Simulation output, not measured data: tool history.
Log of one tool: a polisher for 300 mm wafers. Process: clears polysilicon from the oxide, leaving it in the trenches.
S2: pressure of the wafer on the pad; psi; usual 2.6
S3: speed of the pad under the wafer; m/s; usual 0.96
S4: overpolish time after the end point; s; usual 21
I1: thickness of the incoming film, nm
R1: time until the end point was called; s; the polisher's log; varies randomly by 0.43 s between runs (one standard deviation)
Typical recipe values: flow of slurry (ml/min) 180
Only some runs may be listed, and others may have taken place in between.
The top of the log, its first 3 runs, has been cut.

run 4 hour=73.1 | flow_of_slurry_(ml/min)=180 S2=2.6 S3=0.74 S4=15 | I1=476.6 | R1=53.2
run 5 hour=90.9 | flow_of_slurry_(ml/min)=180 S2=2.9 S3=0.96 S4=21 | I1=478.3 | R1=37.8
run 6 hour=115.3 | flow_of_slurry_(ml/min)=180 S2=2.9 S3=0.96 S4=21 | I1=478.8 | R1=38.1
run 7 hour=129.5 | flow_of_slurry_(ml/min)=180 S2=2.9 S3=0.96 S4=21 | I1=485.3 | R1=38
run 8 hour=165.4 | flow_of_slurry_(ml/min)=180 S2=2.6 S3=0.96 S4=21 | I1=483.2 | R1=41.4
run 9 hour=181.5 | flow_of_slurry_(ml/min)=180 S2=2.6 S3=0.96 S4=21 | I1=482.7 | R1=41.6
-- hour=189.8 slurry nozzle cleaned
run 10 hour=212.9 | flow_of_slurry_(ml/min)=180 S2=2.6 S3=0.96 S4=21 | I1=485.4 | R1=42.1
-- hour=230.7 worn pad replaced by a new one
run 11 hour=234.6 | flow_of_slurry_(ml/min)=180 S2=3.1 S3=0.96 S4=28 | I1=478 | R1=34.9
run 12 hour=251.2 | flow_of_slurry_(ml/min)=180 S2=2.6 S3=0.96 S4=26 | I1=477.8 | R1=41.5
run 13 hour=264 | flow_of_slurry_(ml/min)=180 S2=2.1 S3=0.96 S4=21 | I1=477.4 | R1=49.8
run 14 hour=277 | flow_of_slurry_(ml/min)=180 S2=2.6 S3=0.8 S4=21 | I1=483.9 | R1=49.7
run 15 hour=314.7 | flow_of_slurry_(ml/min)=235 S2=3.1 S3=1.08 S4=17 | I1=478.9 | R1=29.4
run 16 hour=349.2 | flow_of_slurry_(ml/min)=180 S2=2.6 S3=0.96 S4=21 | I1=487.1 | R1=40.9

Run 17 is up next; what results do you expect?
run 17 hour=383.5 | flow_of_slurry_(ml/min)=180 S2=2.6 S3=1.12 S4=13 | I1=469.3 | R1=?

For run 17 the tool returned R1 33.2 s.
Without the tool's hidden state the same run would have given R1 35.9 s.
